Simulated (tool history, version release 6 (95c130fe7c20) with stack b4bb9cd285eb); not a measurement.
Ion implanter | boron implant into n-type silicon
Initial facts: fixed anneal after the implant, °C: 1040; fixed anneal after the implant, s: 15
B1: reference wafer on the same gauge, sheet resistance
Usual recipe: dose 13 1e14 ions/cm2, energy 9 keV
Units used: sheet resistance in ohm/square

Run 1, day 0: usual settings but energy 10 keV; B1 133.01. Result: sheet resistance 108.54 ohm/square.
Run 2, day 1.512: usual settings; B1 133.01. Result: sheet resistance 111.76 ohm/square.
Run 3, day 5.942: usual settings; B1 132.93. Result: sheet resistance 111.46 ohm/square.
Run 4, day 8.996: usual settings but dose 13.95 1e14 ions/cm2, energy 7 keV; B1 132.85. Result: sheet resistance 116.68 ohm/square.
At day 13.258: extraction supply calibrated.
Run 5, day 13.558: usual settings but dose 13.95 1e14 ions/cm2, energy 7 keV; B1 133.03. Result: sheet resistance 116.62 ohm/square.
At day 15.071: Faraday cup replaced and dose calibrated.
Run 6, day 16.238: usual settings but dose 13.95 1e14 ions/cm2, energy 7 keV; B1 132.84. Result: sheet resistance 116.35 ohm/square.
Run 7, day 18.404: usual settings; B1 132.92. Result: sheet resistance 111.29 ohm/square.
At day 18.508: gauge calibrated.
Run 8, day 21.025: usual settings but dose 16.34 1e14 ions/cm2, energy 7 keV; B1 133.02. Result: sheet resistance 110.29 ohm/square.
Run 9, day 23.608: usual settings but dose 13.99 1e14 ions/cm2, energy 10.5 keV; B1 132.95. Result: sheet resistance 102.52 ohm/square.
Run 10, day 27.283: usual settings but energy 10 keV; B1 133.02. Result: sheet resistance 108.85 ohm/square.
Run 11, day 29.371: usual settings but energy 10 keV; B1 133.03. Result: sheet resistance 109.04 ohm/square.

Run 12, settings as shown, results not yet in. Your forecast:
Run 12, day 31.7: usual settings but dose 15.52 1e14 ions/cm2, energy 11 keV; B1 ?. Result: sheet resistance ?.

{"run 12": {"B1": 133.08, "sheet resistance": 96.27}}
If the tool had no hidden condition, the same run with the same run-to-run variation would have returned sheet resistance 96.27 ohm/square.

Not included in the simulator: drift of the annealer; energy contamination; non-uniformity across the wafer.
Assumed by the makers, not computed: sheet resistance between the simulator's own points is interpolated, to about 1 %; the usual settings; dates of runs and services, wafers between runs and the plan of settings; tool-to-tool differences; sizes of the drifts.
